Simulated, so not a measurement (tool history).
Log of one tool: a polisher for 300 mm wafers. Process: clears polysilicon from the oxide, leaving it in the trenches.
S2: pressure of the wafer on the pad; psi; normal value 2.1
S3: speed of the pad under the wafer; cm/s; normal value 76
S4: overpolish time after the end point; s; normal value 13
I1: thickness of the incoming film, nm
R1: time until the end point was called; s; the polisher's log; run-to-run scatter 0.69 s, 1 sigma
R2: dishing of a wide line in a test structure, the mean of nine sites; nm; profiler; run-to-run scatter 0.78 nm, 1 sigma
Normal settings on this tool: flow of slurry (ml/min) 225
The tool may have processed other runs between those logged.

run 1 hour=0.0 | flow_of_slurry_(ml/min)=225 S2=2.1 S3=76 S4=13 | I1=572.1 | R1=78.3 R2=37.2
run 2 hour=27.5 | flow_of_slurry_(ml/min)=225 S2=2.1 S3=76 S4=13 | I1=585.6 | R1=79.6 R2=36.7
run 3 hour=54.5 | flow_of_slurry_(ml/min)=225 S2=2.1 S3=76 S4=13 | I1=583.3 | R1=80.7 R2=35.7
run 4 hour=88.6 | flow_of_slurry_(ml/min)=225 S2=2.1 S3=76 S4=13 | I1=586.7 | R1=79.9 R2=36.2
run 5 hour=114.0 | flow_of_slurry_(ml/min)=225 S2=2.1 S3=76 S4=13 | I1=582.8 | R1=79.6 R2=36.8
run 6 hour=135.9 | flow_of_slurry_(ml/min)=225 S2=2.1 S3=76 S4=13 | I1=585.1 | R1=82.1 R2=35.8
run 7 hour=149.6 | flow_of_slurry_(ml/min)=225 S2=2.1 S3=76 S4=13 | I1=576.2 | R1=81.2 R2=35.1
-- hour=179.8 worn pad replaced by a new one
run 8 hour=180.3 | flow_of_slurry_(ml/min)=225 S2=2.1 S3=76 S4=13 | I1=574.0 | R1=81.1 R2=34.3
run 9 hour=190.7 | flow_of_slurry_(ml/min)=225 S2=2.1 S3=76 S4=13 | I1=575.5 | R1=81.3 R2=35.8
-- hour=206.3 head pressure recalibrated
run 10 hour=206.8 | flow_of_slurry_(ml/min)=225 S2=2.1 S3=76 S4=13 | I1=578.7 | R1=83.8 R2=35.3
-- hour=209.2 slurry nozzle cleaned, repeated, since the last time left the tool worse
run 11 hour=237.6 | flow_of_slurry_(ml/min)=225 S2=2.1 S3=76 S4=18 | I1=569.6 | R1=70.7 R2=38.2
run 12 hour=254.6 | flow_of_slurry_(ml/min)=225 S2=2.1 S3=66 S4=13 | I1=571.5 | R1=82.6 R2=35.7
run 13 hour=278.6 | flow_of_slurry_(ml/min)=225 S2=2.1 S3=76 S4=13 | I1=567.5 | R1=72.3 R2=36.4
run 14 hour=310.8 | flow_of_slurry_(ml/min)=145 S2=2.1 S3=88 S4=6 | I1=571.6 | R1=67.9 R2=26.8
run 15 hour=346.4 | flow_of_slurry_(ml/min)=255 S2=1.6 S3=76 S4=6 | I1=575.1 | R1=92.4 R2=23.8
-- hour=374.9 worn pad replaced by a new one
run 16 hour=375.4 | flow_of_slurry_(ml/min)=205 S2=2.7 S3=64 S4=17 | I1=570.3 | R1=69.5 R2=39.4
run 17 hour=403.8 | flow_of_slurry_(ml/min)=225 S2=2.7 S3=76 S4=8 | I1=573.4 | R1=58.0 R2=34.4
-- hour=406.6 slurry nozzle cleaned
run 18 hour=423.5 | flow_of_slurry_(ml/min)=225 S2=2.1 S3=76 S4=13 | I1=570.6 | R1=70.9 R2=36.5
run 19 hour=452.8 | flow_of_slurry_(ml/min)=195 S2=1.4 S3=90 S4=7 | I1=570.2 | R1=88.1 R2=24.6
run 20 hour=484.1 | flow_of_slurry_(ml/min)=225 S2=2.1 S3=76 S4=13 | I1=579.4 | R1=72.4 R2=36.9
run 21 hour=503.5 | flow_of_slurry_(ml/min)=190 S2=2.3 S3=76 S4=13 | I1=579.8 | R1=68.5 R2=37.4
run 22 hour=542.1 | flow_of_slurry_(ml/min)=225 S2=2.1 S3=76 S4=13 | I1=570.4 | R1=72.4 R2=35.6
run 23 hour=554.9 | flow_of_slurry_(ml/min)=300 S2=2.1 S3=76 S4=13 | I1=581.9 | R1=70.0 R2=37.4
run 24 hour=575.7 | flow_of_slurry_(ml/min)=180 S2=1.9 S3=76 S4=6 | I1=587.9 | R1=85.2 R2=23.7
-- hour=603.2 slurry nozzle cleaned
-- hour=607.2 worn pad replaced by a new one
run 25 hour=607.7 | flow_of_slurry_(ml/min)=225 S2=2.1 S3=58 S4=13 | I1=578.1 | R1=96.3 R2=32.5
run 26 hour=648.9 | flow_of_slurry_(ml/min)=225 S2=2.1 S3=76 S4=13 | I1=576.9 | R1=72.8 R2=36.7
run 27 hour=661.5 | flow_of_slurry_(ml/min)=280 S2=1.5 S3=98 S4=13 | I1=590.4 | R1=77.2 R2=37.4
run 28 hour=696.8 | flow_of_slurry_(ml/min)=200 S2=1.5 S3=62 S4=13 | I1=575.2 | R1=120.6 R2=30.3
run 29 hour=717.6 | flow_of_slurry_(ml/min)=225 S2=2.1 S3=76 S4=13 | I1=570.7 | R1=72.2 R2=35.6
run 30 hour=754.1 | flow_of_slurry_(ml/min)=225 S2=2.1 S3=76 S4=13 | I1=580.9 | R1=74.6 R2=37.3
run 31 hour=773.9 | flow_of_slurry_(ml/min)=225 S2=2.1 S3=92 S4=13 | I1=574.1 | R1=61.1 R2=39.1
-- hour=794.9 head pressure recalibrated
run 32 hour=801.1 | flow_of_slurry_(ml/min)=225 S2=2.1 S3=76 S4=13 | I1=571.0 | R1=73.7 R2=37.0
run 33 hour=817.4 | flow_of_slurry_(ml/min)=225 S2=2.7 S3=76 S4=17 | I1=567.6 | R1=58.1 R2=41.4

Here are 5 independent what-if runs from the current tool condition. What would each one return?
run A hour=817.9 | flow_of_slurry_(ml/min)=145 S2=2.1 S3=76 S4=13 | I1=586.0 | R1=? R2=?
run B hour=817.9 | flow_of_slurry_(ml/min)=300 S2=1.7 S3=76 S4=6 | I1=586.0 | R1=? R2=?
run C hour=817.9 | flow_of_slurry_(ml/min)=225 S2=2.5 S3=52 S4=13 | I1=586.0 | R1=? R2=?
run D hour=817.9 | flow_of_slurry_(ml/min)=260 S2=2.1 S3=58 S4=13 | I1=586.0 | R1=? R2=?
run E hour=817.9 | flow_of_slurry_(ml/min)=180 S2=2.1 S3=56 S4=7 | I1=586.0 | R1=? R2=?

run=A R1=83.0 R2=34.3
run=B R1=88.1 R2=22.8
run=C R1=94.1 R2=32.8
run=D R1=97.0 R2=32.4
run=E R1=107.0 R2=22.2
Without the tool's unlogged condition, the same runs would have read:
run=A R1=79.0 R2=34.8
run=B R1=86.1 R2=23.1
run=C R1=91.2 R2=33.2
run=D R1=94.4 R2=32.7
run=E R1=102.9 R2=22.7

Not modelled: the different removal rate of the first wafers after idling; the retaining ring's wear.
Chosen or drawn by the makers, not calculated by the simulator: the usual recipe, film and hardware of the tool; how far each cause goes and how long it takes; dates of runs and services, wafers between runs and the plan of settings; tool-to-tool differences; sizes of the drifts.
